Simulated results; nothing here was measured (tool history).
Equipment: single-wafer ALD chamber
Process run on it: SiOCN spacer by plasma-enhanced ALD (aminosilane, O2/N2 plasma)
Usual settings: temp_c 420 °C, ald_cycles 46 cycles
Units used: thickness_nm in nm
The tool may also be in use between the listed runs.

run	day	temp_c	ald_cycles	wafers since the last listed run	hours since the last thermocouple change	hours since the gauge calibration	read-back reference wafer on the same gauge, thickness_nm	thickness_nm
1	0	420	46	0	1806.5	410.7	2.514	2.731
# day 0.867: gauge calibrated
2	2.162	420	50	321	1858.4	31.1	2.545	3.003
3	4.133	420	50	292	1905.7	78.4	2.536	2.991
4	5.796	420	41	247	1945.6	118.3	2.531	2.456
5	7.275	420	41	219	1981.1	153.8	2.524	2.446
6	9.417	420	46	318	2032.5	205.2	2.521	2.737
7	10.629	420	46	180	2061.6	234.3	2.517	2.727
8	11.683	420	46	156	2086.9	259.6	2.519	2.741
9	12.838	431	46	171	2114.6	287.3	2.516	2.639
10	15.35	420	46	373	2174.9	347.6	2.516	2.73
# day 16.958: gauge calibrated
11	17.483	413	37	317	2226.1	12.6	2.553	2.281
12	20.175	429	37	400	2290.7	77.2	2.538	2.143
# day 21.075: thermocouple changed; heater temperature recalibrated
13	22.108	429	50	237	24.8	123.6	2.53	2.9
14	30.2	420	46	1202	219	317.8	2.517	2.737

Below, some changes in thickness_nm between adjacent runs. For each, the amount present without the hidden state too (settings, incoming material, random variation) and the amount remaining for the hidden state with gauge scatter not shared by both compared results:
Hidden state at play: wafer temperature above the value expected at the setpoint (K); gauge reads high (%).
Run 10 -> 11: temp_c 420 -> 413, ald_cycles 46 -> 37, gauge calibrated. thickness_nm -0.449 nm: hidden state +0.042, all else -0.491.
Run 12 -> 13: ald_cycles 37 -> 50, thermocouple changed; heater temperature recalibrated. thickness_nm +0.757 nm: hidden state -0.015, all else +0.772.

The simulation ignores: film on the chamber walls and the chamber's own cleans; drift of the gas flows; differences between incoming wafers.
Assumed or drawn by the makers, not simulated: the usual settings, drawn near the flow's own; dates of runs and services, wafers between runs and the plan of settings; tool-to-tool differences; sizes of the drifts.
